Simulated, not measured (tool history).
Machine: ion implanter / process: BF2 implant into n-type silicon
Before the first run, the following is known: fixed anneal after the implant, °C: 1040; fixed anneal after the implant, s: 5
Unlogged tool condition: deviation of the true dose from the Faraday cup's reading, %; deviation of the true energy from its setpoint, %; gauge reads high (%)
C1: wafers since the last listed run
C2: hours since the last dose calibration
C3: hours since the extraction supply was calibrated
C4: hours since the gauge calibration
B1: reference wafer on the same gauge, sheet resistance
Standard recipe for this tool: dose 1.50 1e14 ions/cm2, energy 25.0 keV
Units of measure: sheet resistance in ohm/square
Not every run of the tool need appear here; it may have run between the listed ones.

run 1 day=0.000 | dose=1.50 energy=25.0 | C1=0 C2=2078.8 C3=5279.1 C4=40.0 | B1=609.33 | sheet_resistance=677.79
run 2 day=0.725 | dose=1.50 energy=25.0 | C1=458 C2=2096.2 C3=5296.5 C4=57.4 | B1=609.01 | sheet_resistance=677.14
run 3 day=1.229 | dose=1.50 energy=25.0 | C1=318 C2=2108.3 C3=5308.6 C4=69.5 | B1=608.79 | sheet_resistance=677.73
run 4 day=1.929 | dose=1.50 energy=25.0 | C1=442 C2=2125.1 C3=5325.4 C4=86.3 | B1=608.99 | sheet_resistance=679.39
run 5 day=2.338 | dose=1.50 energy=25.0 | C1=258 C2=2134.9 C3=5335.2 C4=96.1 | B1=609.07 | sheet_resistance=677.24
run 6 day=2.654 | dose=1.50 energy=25.0 | C1=200 C2=2142.5 C3=5342.8 C4=103.7 | B1=609.02 | sheet_resistance=677.74
run 7 day=3.171 | dose=1.68 energy=25.0 | C1=326 C2=2154.9 C3=5355.2 C4=116.1 | B1=609.16 | sheet_resistance=616.36
run 8 day=3.575 | dose=1.68 energy=25.0 | C1=255 C2=2164.6 C3=5364.9 C4=125.8 | B1=608.76 | sheet_resistance=616.41
run 9 day=4.008 | dose=1.68 energy=25.0 | C1=274 C2=2175.0 C3=5375.3 C4=136.2 | B1=609.05 | sheet_resistance=616.86
-- day=4.533 Faraday cup replaced and dose calibrated
run 10 day=4.554 | dose=1.50 energy=25.0 | C1=134 C2=0.5 C3=5388.4 C4=149.3 | B1=608.86 | sheet_resistance=652.17
run 11 day=4.667 | dose=1.50 energy=31.5 | C1=71 C2=3.2 C3=5391.1 C4=152.0 | B1=608.73 | sheet_resistance=632.92
run 12 day=5.046 | dose=1.50 energy=31.5 | C1=239 C2=12.3 C3=5400.2 C4=161.1 | B1=608.96 | sheet_resistance=633.38
run 13 day=5.521 | dose=1.50 energy=31.5 | C1=300 C2=23.7 C3=5411.6 C4=172.5 | B1=608.59 | sheet_resistance=634.83
run 14 day=6.058 | dose=1.34 energy=30.0 | C1=339 C2=36.6 C3=5424.5 C4=185.4 | B1=608.60 | sheet_resistance=698.39
-- day=6.954 extraction supply calibrated
run 15 day=6.975 | dose=1.66 energy=25.0 | C1=368 C2=58.6 C3=0.5 C4=207.4 | B1=608.86 | sheet_resistance=602.72
run 16 day=7.075 | dose=1.63 energy=16.5 | C1=63 C2=61.0 C3=2.9 C4=209.8 | B1=608.92 | sheet_resistance=647.36
-- day=7.092 gauge calibrated
run 17 day=7.779 | dose=1.50 energy=25.0 | C1=445 C2=77.9 C3=19.8 C4=16.5 | B1=608.84 | sheet_resistance=655.47
run 18 day=8.400 | dose=1.09 energy=21.0 | C1=392 C2=92.8 C3=34.7 C4=31.4 | B1=609.13 | sheet_resistance=877.39
run 19 day=8.725 | dose=1.09 energy=21.0 | C1=205 C2=100.6 C3=42.5 C4=39.2 | B1=608.82 | sheet_resistance=880.16
run 20 day=9.192 | dose=1.69 energy=30.5 | C1=295 C2=111.8 C3=53.7 C4=50.4 | B1=609.06 | sheet_resistance=581.37
run 21 day=9.833 | dose=1.50 energy=31.5 | C1=405 C2=127.2 C3=69.1 C4=65.8 | B1=608.93 | sheet_resistance=636.29
run 22 day=10.308 | dose=1.50 energy=25.0 | C1=300 C2=138.6 C3=80.5 C4=77.2 | B1=608.99 | sheet_resistance=658.47
run 23 day=10.771 | dose=1.06 energy=16.5 | C1=292 C2=149.7 C3=91.6 C4=88.3 | B1=608.80 | sheet_resistance=936.07
run 24 day=11.058 | dose=1.50 energy=16.5 | C1=181 C2=156.6 C3=98.5 C4=95.2 | B1=608.97 | sheet_resistance=697.63
run 25 day=11.329 | dose=1.14 energy=29.5 | C1=171 C2=163.1 C3=105.0 C4=101.7 | B1=608.81 | sheet_resistance=806.22
run 26 day=11.692 | dose=1.50 energy=29.5 | C1=229 C2=171.8 C3=113.7 C4=110.4 | B1=609.46 | sheet_resistance=644.28
run 27 day=12.038 | dose=1.35 energy=29.0 | C1=218 C2=180.1 C3=122.0 C4=118.7 | B1=608.82 | sheet_resistance=702.31

Below are 3 alternative next runs, each starting from the tool's condition after run 27. Predict each:
run A day=12.054 | dose=1.50 energy=25.0 | C1=10 C2=180.5 C3=122.4 C4=119.1 | B1=? | sheet_resistance=?
run B day=12.054 | dose=1.50 energy=17.5 | C1=10 C2=180.5 C3=122.4 C4=119.1 | B1=? | sheet_resistance=?
run C day=12.054 | dose=1.50 energy=21.0 | C1=10 C2=180.5 C3=122.4 C4=119.1 | B1=? | sheet_resistance=?

run=A B1=608.88 sheet_resistance=657.44
run=B B1=608.88 sheet_resistance=691.27
run=C B1=608.88 sheet_resistance=673.82
With the hidden condition removed and each run's random variation left untouched, the same runs would have given:
run=A sheet_resistance=650.97
run=B sheet_resistance=684.19
run=C sheet_resistance=667.06

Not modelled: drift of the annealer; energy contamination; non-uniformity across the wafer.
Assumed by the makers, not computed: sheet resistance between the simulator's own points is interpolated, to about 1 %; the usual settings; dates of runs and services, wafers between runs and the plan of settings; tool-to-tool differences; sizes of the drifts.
